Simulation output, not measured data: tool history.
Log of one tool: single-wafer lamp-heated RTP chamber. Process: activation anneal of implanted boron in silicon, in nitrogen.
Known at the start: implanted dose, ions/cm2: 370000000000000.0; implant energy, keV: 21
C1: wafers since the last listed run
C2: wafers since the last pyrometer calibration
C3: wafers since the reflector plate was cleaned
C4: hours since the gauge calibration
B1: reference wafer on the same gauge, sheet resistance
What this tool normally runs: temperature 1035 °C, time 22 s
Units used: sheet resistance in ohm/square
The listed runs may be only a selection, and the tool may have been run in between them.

run 1 hour=0.0 | temperature=1035 time=14 | C1=0 C2=4354 C3=3696 C4=1111.9 | B1=211.89 | sheet_resistance=254.34
run 2 hour=61.8 | temperature=1035 time=14 | C1=824 C2=5178 C3=4520 C4=1173.7 | B1=212.20 | sheet_resistance=254.78
run 3 hour=103.1 | temperature=1035 time=30 | C1=550 C2=5729 C3=5071 C4=1215.0 | B1=212.29 | sheet_resistance=254.04
-- hour=115.6 pyrometer window cleaned and pyrometer calibrated
run 4 hour=170.0 | temperature=1035 time=30 | C1=785 C2=725 C3=5857 C4=1281.9 | B1=212.64 | sheet_resistance=253.85
run 5 hour=211.9 | temperature=1035 time=30 | C1=558 C2=1284 C3=6416 C4=1323.8 | B1=212.74 | sheet_resistance=254.69
run 6 hour=263.9 | temperature=1035 time=22 | C1=693 C2=1977 C3=7109 C4=1375.8 | B1=213.11 | sheet_resistance=255.38
run 7 hour=322.2 | temperature=1035 time=22 | C1=777 C2=2755 C3=7887 C4=1434.1 | B1=213.30 | sheet_resistance=255.82
-- hour=371.5 gauge calibrated
run 8 hour=372.1 | temperature=1035 time=22 | C1=665 C2=3421 C3=8553 C4=0.6 | B1=210.30 | sheet_resistance=251.27
run 9 hour=404.4 | temperature=1035 time=22 | C1=430 C2=3851 C3=8983 C4=32.9 | B1=210.18 | sheet_resistance=251.92
run 10 hour=444.5 | temperature=1035 time=22 | C1=534 C2=4386 C3=9518 C4=73.0 | B1=210.40 | sheet_resistance=251.51
run 11 hour=501.7 | temperature=1053 time=26 | C1=762 C2=5149 C3=10281 C4=130.2 | B1=210.18 | sheet_resistance=250.62
-- hour=510.2 reflector plate cleaned
run 12 hour=563.1 | temperature=1053 time=26 | C1=712 C2=5861 C3=705 C4=191.6 | B1=210.27 | sheet_resistance=249.73
-- hour=607.3 pyrometer window cleaned and pyrometer calibrated
run 13 hour=634.6 | temperature=1053 time=26 | C1=846 C2=363 C3=1552 C4=263.1 | B1=210.36 | sheet_resistance=250.01
run 14 hour=841.8 | temperature=1045 time=27 | C1=2763 C2=3127 C3=4316 C4=470.3 | B1=210.70 | sheet_resistance=250.76
run 15 hour=904.8 | temperature=1035 time=22 | C1=840 C2=3967 C3=5156 C4=533.3 | B1=210.84 | sheet_resistance=252.14
run 16 hour=929.6 | temperature=1054 time=26 | C1=330 C2=4298 C3=5487 C4=558.1 | B1=210.69 | sheet_resistance=250.93
run 17 hour=996.7 | temperature=1035 time=14 | C1=895 C2=5193 C3=6382 C4=625.2 | B1=211.02 | sheet_resistance=253.77
run 18 hour=1035.4 | temperature=1035 time=22 | C1=516 C2=5709 C3=6898 C4=663.9 | B1=211.12 | sheet_resistance=252.65
-- hour=1046.8 pyrometer window cleaned and pyrometer calibrated
run 19 hour=1081.0 | temperature=1060 time=27 | C1=501 C2=456 C3=7400 C4=709.5 | B1=211.26 | sheet_resistance=250.41
run 20 hour=1141.7 | temperature=1054 time=22 | C1=809 C2=1266 C3=8210 C4=770.2 | B1=211.20 | sheet_resistance=251.51
run 21 hour=1213.3 | temperature=1049 time=17 | C1=955 C2=2221 C3=9165 C4=841.8 | B1=211.67 | sheet_resistance=252.59
run 22 hour=1241.0 | temperature=1035 time=26 | C1=369 C2=2590 C3=9534 C4=869.5 | B1=211.67 | sheet_resistance=253.24
run 23 hour=1275.0 | temperature=1035 time=26 | C1=453 C2=3044 C3=9988 C4=903.5 | B1=211.63 | sheet_resistance=253.16
run 24 hour=1310.2 | temperature=1035 time=22 | C1=469 C2=3513 C3=10457 C4=938.7 | B1=211.88 | sheet_resistance=253.61
run 25 hour=1374.9 | temperature=1035 time=22 | C1=863 C2=4376 C3=11320 C4=1003.4 | B1=212.19 | sheet_resistance=254.42
run 26 hour=1428.4 | temperature=1035 time=22 | C1=713 C2=5090 C3=12034 C4=1056.9 | B1=212.33 | sheet_resistance=254.58
-- hour=1469.8 reflector plate cleaned
-- hour=1496.4 pyrometer window cleaned and pyrometer calibrated
run 27 hour=1496.9 | temperature=1050 time=22 | C1=700 C2=6 C3=254 C4=1125.4 | B1=212.55 | sheet_resistance=253.00
-- hour=1545.4 gauge calibrated
run 28 hour=1558.7 | temperature=1052 time=22 | C1=824 C2=830 C3=1079 C4=13.3 | B1=210.32 | sheet_resistance=250.31
run 29 hour=1594.1 | temperature=1021 time=35 | C1=472 C2=1303 C3=1551 C4=48.7 | B1=210.17 | sheet_resistance=252.11
run 30 hour=1661.7 | temperature=1050 time=22 | C1=901 C2=2204 C3=2452 C4=116.3 | B1=210.28 | sheet_resistance=251.02
run 31 hour=1700.3 | temperature=1035 time=10 | C1=514 C2=2719 C3=2967 C4=154.9 | B1=210.23 | sheet_resistance=254.06
run 32 hour=1725.5 | temperature=1050 time=22 | C1=336 C2=3055 C3=3303 C4=180.1 | B1=210.27 | sheet_resistance=250.72
run 33 hour=1777.3 | temperature=1007 time=22 | C1=690 C2=3746 C3=3994 C4=231.9 | B1=210.32 | sheet_resistance=255.52
run 34 hour=1842.7 | temperature=1061 time=30 | C1=872 C2=4619 C3=4867 C4=297.3 | B1=210.45 | sheet_resistance=249.99
-- hour=1892.8 pyrometer window cleaned and pyrometer calibrated
run 35 hour=1900.2 | temperature=1035 time=12 | C1=660 C2=98 C3=5527 C4=354.8 | B1=210.48 | sheet_resistance=253.71
run 36 hour=1945.7 | temperature=1035 time=22 | C1=606 C2=705 C3=6134 C4=400.3 | B1=210.46 | sheet_resistance=252.08
run 37 hour=2007.7 | temperature=1035 time=31 | C1=826 C2=1532 C3=6961 C4=462.3 | B1=210.70 | sheet_resistance=252.44

Take each entry between the runs: how does the hidden state at the last listed run before it differ from the hidden state at the first listed run after it?
Runs 3 to 4: pyrometer window cleaned and pyrometer calibrated (hour 115.6)
  gauge reads high (%): 1.1 -> 1.24
  measured minus no-state result, sheet resistance: +2.76 -> +3.12 ohm/square
Runs 7 to 8: gauge calibrated (hour 371.5)
  gauge reads high (%): 1.6 -> 0.111
  measured minus no-state result, sheet resistance: +4.04 -> +0.27 ohm/square
Runs 11 to 12: reflector plate cleaned (hour 510.2)
  gauge reads high (%): 0.125 -> 0.143
  measured minus no-state result, sheet resistance: +0.31 -> +0.36 ohm/square
Runs 12 to 13: pyrometer window cleaned and pyrometer calibrated (hour 607.3)
  gauge reads high (%): 0.143 -> 0.171
  measured minus no-state result, sheet resistance: +0.36 -> +0.43 ohm/square
Runs 18 to 19: pyrometer window cleaned and pyrometer calibrated (hour 1046.8)
  gauge reads high (%): 0.495 -> 0.549
  measured minus no-state result, sheet resistance: +1.24 -> +1.37 ohm/square
Runs 26 to 27: reflector plate cleaned (hour 1469.8); pyrometer window cleaned and pyrometer calibrated (hour 1496.4)
  gauge reads high (%): 1.08 -> 1.21
  measured minus no-state result, sheet resistance: +2.73 -> +3.03 ohm/square
Runs 27 to 28: gauge calibrated (hour 1545.4)
  gauge reads high (%): 1.21 -> 0.115
  measured minus no-state result, sheet resistance: +3.03 -> +0.29 ohm/square
Runs 34 to 35: pyrometer window cleaned and pyrometer calibrated (hour 1892.8)
  gauge reads high (%): 0.191 -> 0.224
  measured minus no-state result, sheet resistance: +0.48 -> +0.57 ohm/square

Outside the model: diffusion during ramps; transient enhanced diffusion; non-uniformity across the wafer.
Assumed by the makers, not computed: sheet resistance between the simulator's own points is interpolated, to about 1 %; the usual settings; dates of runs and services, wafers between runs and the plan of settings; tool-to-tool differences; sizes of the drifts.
